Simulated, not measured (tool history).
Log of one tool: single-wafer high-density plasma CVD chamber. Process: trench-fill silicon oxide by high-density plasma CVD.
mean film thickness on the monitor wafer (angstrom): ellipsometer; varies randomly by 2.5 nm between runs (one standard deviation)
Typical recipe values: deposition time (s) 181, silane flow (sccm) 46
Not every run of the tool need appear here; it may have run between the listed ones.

run   hour  deposition time (s)  silane flow (sccm)  wafers since the last listed run  hours since the silane flow controller was replaced  hours since the gauge calibration  read-back reference wafer on the same gauge, thickness_nm  mean film thickness on the monitor wafer (angstrom)
  1    0.0                  181                  52                                 0                                               4772.4                               20.8                                                    784.733                                              9052.18
  2   23.2                  181                  52                               126                                               4795.6                               44.0                                                    783.199                                              9129.33
  3   56.8                  181                  52                               182                                               4829.2                               77.6                                                    782.566                                              9099.85
  4   69.5                  181                  46                                69                                               4841.9                               90.3                                                    781.700                                              8197.89
  5  131.2                  181                  46                               335                                               4903.6                              152.0                                                    781.524                                              8194.95
  6  150.6                  181                  46                               105                                               4923.0                              171.4                                                    778.728                                              8203.70
  7  177.2                  181                  46                               144                                               4949.6                              198.0                                                    777.975                                              8182.40
     195.9  -- silane flow controller replaced
  8  196.4                  181                  46                                60                                                  0.5                              217.2                                                    778.215                                              8229.47
  9  229.8                  181                  46                               181                                                 33.9                              250.6                                                    777.684                                              8181.80

For run 10, what comes out?
 10  242.7                  153                  53                                70                                                 46.8                              263.5                                                          ?                                                    ?

read-back reference wafer on the same gauge, thickness_nm: 775.474
mean film thickness on the monitor wafer (angstrom): 7733.00
Without the tool's hidden state the same run would have given mean film thickness on the monitor wafer (angstrom) 7815.02.

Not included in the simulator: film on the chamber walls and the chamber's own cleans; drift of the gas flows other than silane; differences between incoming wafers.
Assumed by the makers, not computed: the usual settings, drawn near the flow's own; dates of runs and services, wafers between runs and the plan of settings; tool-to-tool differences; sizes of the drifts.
